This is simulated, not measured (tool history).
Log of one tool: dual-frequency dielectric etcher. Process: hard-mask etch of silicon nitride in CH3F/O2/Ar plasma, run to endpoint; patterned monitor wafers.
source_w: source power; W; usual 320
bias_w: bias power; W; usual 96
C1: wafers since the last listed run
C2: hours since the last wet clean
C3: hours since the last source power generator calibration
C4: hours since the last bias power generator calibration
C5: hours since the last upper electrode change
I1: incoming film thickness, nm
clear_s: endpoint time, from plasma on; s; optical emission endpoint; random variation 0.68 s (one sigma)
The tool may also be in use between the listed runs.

run 1 day=0 | source_w=320 bias_w=96 | C1=0 C2=356.7 C3=2035.9 C4=4014.8 C5=4982.8 | I1=53.1 | clear_s=79.8
run 2 day=2.404 | source_w=320 bias_w=96 | C1=750 C2=414.4 C3=2093.6 C4=4072.5 C5=5040.5 | I1=53.5 | clear_s=80.4
run 3 day=3.967 | source_w=320 bias_w=101 | C1=487 C2=451.9 C3=2131.1 C4=4110 C5=5078 | I1=53.7 | clear_s=79.4
run 4 day=5.092 | source_w=320 bias_w=101 | C1=351 C2=478.9 C3=2158.1 C4=4137 C5=5105 | I1=53.1 | clear_s=77.7
run 5 day=7.379 | source_w=320 bias_w=102 | C1=713 C2=533.8 C3=2213 C4=4191.9 C5=5159.9 | I1=54.2 | clear_s=79.7
run 6 day=8.517 | source_w=320 bias_w=102 | C1=354 C2=561.1 C3=2240.3 C4=4219.2 C5=5187.2 | I1=53.3 | clear_s=78.1
run 7 day=10.996 | source_w=320 bias_w=102 | C1=773 C2=620.6 C3=2299.8 C4=4278.7 C5=5246.7 | I1=53.4 | clear_s=77
-- day=12.575 wet clean of the chamber
run 8 day=12.992 | source_w=350 bias_w=96 | C1=310 C2=10 C3=2347.7 C4=4326.6 C5=5294.6 | I1=53.6 | clear_s=77.5
-- day=15.188 upper electrode replaced
-- day=15.254 source power generator calibrated
run 9 day=15.275 | source_w=360 bias_w=88 | C1=379 C2=64.8 C3=0.5 C4=4381.4 C5=2.1 | I1=53.2 | clear_s=79.7
run 10 day=17.667 | source_w=390 bias_w=104 | C1=746 C2=122.2 C3=57.9 C4=4438.8 C5=59.5 | I1=53.2 | clear_s=69.2
run 11 day=18.883 | source_w=360 bias_w=104 | C1=379 C2=151.4 C3=87.1 C4=4468 C5=88.7 | I1=53.4 | clear_s=74
run 12 day=20.162 | source_w=320 bias_w=96 | C1=399 C2=182.1 C3=117.8 C4=4498.7 C5=119.4 | I1=53.3 | clear_s=80.5
run 13 day=23.125 | source_w=260 bias_w=87 | C1=924 C2=253.2 C3=188.9 C4=4569.8 C5=190.5 | I1=53.7 | clear_s=91.9
-- day=24.221 bias power generator calibrated
run 14 day=24.875 | source_w=370 bias_w=96 | C1=494 C2=295.2 C3=230.9 C4=15.7 C5=232.5 | I1=53.1 | clear_s=74.1
run 15 day=27.2 | source_w=320 bias_w=102 | C1=725 C2=351 C3=286.7 C4=71.5 C5=288.3 | I1=53.7 | clear_s=78.6
run 16 day=28.842 | source_w=320 bias_w=106 | C1=512 C2=390.4 C3=326.1 C4=110.9 C5=327.7 | I1=53.4 | clear_s=77.2
run 17 day=31.746 | source_w=270 bias_w=81 | C1=906 C2=460.1 C3=395.8 C4=180.6 C5=397.4 | I1=53.1 | clear_s=93.6

What the log doesn't show, run by run:
etch rate over this chamber's usual, %: 0 in every run
source power that arrives over what is set, %: 0 in every run
bias power that arrives over what is set, %: 0 in every run
